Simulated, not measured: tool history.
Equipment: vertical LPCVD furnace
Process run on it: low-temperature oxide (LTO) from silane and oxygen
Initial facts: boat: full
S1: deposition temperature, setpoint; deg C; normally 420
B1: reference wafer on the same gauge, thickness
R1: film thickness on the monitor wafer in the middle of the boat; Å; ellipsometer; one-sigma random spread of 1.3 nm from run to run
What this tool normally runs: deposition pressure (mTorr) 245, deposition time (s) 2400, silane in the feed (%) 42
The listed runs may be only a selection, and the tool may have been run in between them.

run 1 hour=0 | S1=420 deposition_pressure_(mTorr)=245 deposition_time_(s)=2400 silane_in_the_feed_(%)=42 | B1=468.07 | R1=5135.8
run 2 hour=34.8 | S1=420 deposition_pressure_(mTorr)=245 deposition_time_(s)=2400 silane_in_the_feed_(%)=42 | B1=467.86 | R1=5146
run 3 hour=53.4 | S1=420 deposition_pressure_(mTorr)=245 deposition_time_(s)=2070 silane_in_the_feed_(%)=42 | B1=468.05 | R1=4429.5
run 4 hour=85 | S1=420 deposition_pressure_(mTorr)=245 deposition_time_(s)=2070 silane_in_the_feed_(%)=42 | B1=467.63 | R1=4423.5
run 5 hour=120.6 | S1=420 deposition_pressure_(mTorr)=245 deposition_time_(s)=2400 silane_in_the_feed_(%)=42 | B1=467.37 | R1=5128.6
run 6 hour=146.4 | S1=420 deposition_pressure_(mTorr)=245 deposition_time_(s)=2400 silane_in_the_feed_(%)=42 | B1=468.36 | R1=5115.9
run 7 hour=165.2 | S1=420 deposition_pressure_(mTorr)=245 deposition_time_(s)=2400 silane_in_the_feed_(%)=42 | B1=467.82 | R1=5112.8
run 8 hour=185.3 | S1=420 deposition_pressure_(mTorr)=245 deposition_time_(s)=2400 silane_in_the_feed_(%)=42 | B1=468.14 | R1=5119
run 9 hour=211.7 | S1=420 deposition_pressure_(mTorr)=245 deposition_time_(s)=2400 silane_in_the_feed_(%)=42 | B1=468.5 | R1=5127.6
run 10 hour=233 | S1=420 deposition_pressure_(mTorr)=245 deposition_time_(s)=2400 silane_in_the_feed_(%)=42 | B1=467.75 | R1=5111.2
run 11 hour=264.9 | S1=420 deposition_pressure_(mTorr)=245 deposition_time_(s)=2400 silane_in_the_feed_(%)=42 | B1=467.75 | R1=5132.1
run 12 hour=278.2 | S1=420 deposition_pressure_(mTorr)=245 deposition_time_(s)=2400 silane_in_the_feed_(%)=42 | B1=467.62 | R1=5134.4
run 13 hour=299.6 | S1=420 deposition_pressure_(mTorr)=245 deposition_time_(s)=2400 silane_in_the_feed_(%)=42 | B1=467.87 | R1=5108
run 14 hour=333.4 | S1=420 deposition_pressure_(mTorr)=245 deposition_time_(s)=2400 silane_in_the_feed_(%)=42 | B1=467.77 | R1=5113.9
run 15 hour=408.7 | S1=420 deposition_pressure_(mTorr)=245 deposition_time_(s)=2400 silane_in_the_feed_(%)=42 | B1=467.89 | R1=5251.3
run 16 hour=422.9 | S1=420 deposition_pressure_(mTorr)=245 deposition_time_(s)=2400 silane_in_the_feed_(%)=42 | B1=467.46 | R1=5269.7
run 17 hour=458.5 | S1=415 deposition_pressure_(mTorr)=285 deposition_time_(s)=1530 silane_in_the_feed_(%)=42 | B1=467.88 | R1=3712
run 18 hour=494.3 | S1=415 deposition_pressure_(mTorr)=245 deposition_time_(s)=2400 silane_in_the_feed_(%)=42 | B1=468.25 | R1=4962.5
run 19 hour=513.2 | S1=420 deposition_pressure_(mTorr)=285 deposition_time_(s)=2400 silane_in_the_feed_(%)=48 | B1=468.14 | R1=6956.9
run 20 hour=532.7 | S1=408 deposition_pressure_(mTorr)=245 deposition_time_(s)=2400 silane_in_the_feed_(%)=49 | B1=468.43 | R1=5404
run 21 hour=567.2 | S1=420 deposition_pressure_(mTorr)=245 deposition_time_(s)=2820 silane_in_the_feed_(%)=36 | B1=468.55 | R1=5140.9
run 22 hour=595.4 | S1=420 deposition_pressure_(mTorr)=295 deposition_time_(s)=1770 silane_in_the_feed_(%)=45 | B1=468.08 | R1=4991.4
run 23 hour=622.1 | S1=420 deposition_pressure_(mTorr)=205 deposition_time_(s)=2400 silane_in_the_feed_(%)=42 | B1=468 | R1=4360.4
run 24 hour=652.1 | S1=420 deposition_pressure_(mTorr)=245 deposition_time_(s)=2400 silane_in_the_feed_(%)=42 | B1=467.92 | R1=5226.6
run 25 hour=666.9 | S1=420 deposition_pressure_(mTorr)=245 deposition_time_(s)=2400 silane_in_the_feed_(%)=42 | B1=468.17 | R1=5215.8
run 26 hour=683.4 | S1=420 deposition_pressure_(mTorr)=245 deposition_time_(s)=2400 silane_in_the_feed_(%)=42 | B1=468.03 | R1=5223.1
run 27 hour=752.2 | S1=427 deposition_pressure_(mTorr)=245 deposition_time_(s)=3240 silane_in_the_feed_(%)=49 | B1=467.87 | R1=8638.7
run 28 hour=785.2 | S1=420 deposition_pressure_(mTorr)=215 deposition_time_(s)=2400 silane_in_the_feed_(%)=47 | B1=468.19 | R1=5057.7
run 29 hour=810 | S1=420 deposition_pressure_(mTorr)=245 deposition_time_(s)=3030 silane_in_the_feed_(%)=34 | B1=468.28 | R1=5117.9
run 30 hour=823 | S1=410 deposition_pressure_(mTorr)=245 deposition_time_(s)=2400 silane_in_the_feed_(%)=42 | B1=468.54 | R1=4682.4
run 31 hour=841.4 | S1=431 deposition_pressure_(mTorr)=260 deposition_time_(s)=2760 silane_in_the_feed_(%)=42 | B1=468.15 | R1=7092.1

Not shown: 4 entries that the log had between the listed runs. Between which runs, and how does the tool's hidden state differ before and after?
In the gap between runs 10 and 11: silane flow controller replaced (hour 264.4)
  true pressure minus gauge reading, mTorr: -8.84 -> -8.86
  the result without the hidden state subtracted from the measured one, R1: -191.4 -> -192.5 Å
In the gap between runs 14 and 15: pressure gauge zeroed (hour 389.6); thermocouples replaced and temperature profile calibrated (hour 407.9)
  true pressure minus gauge reading, mTorr: -8.88 -> -2.59
  the result without the hidden state subtracted from the measured one, R1: -192.4 -> -56.1 Å
In the gap between runs 18 and 19: gauge calibrated (hour 506)
  true pressure minus gauge reading, mTorr: -3.35 -> -3.51
  the result without the hidden state subtracted from the measured one, R1: -68.6 -> -86.6 Å
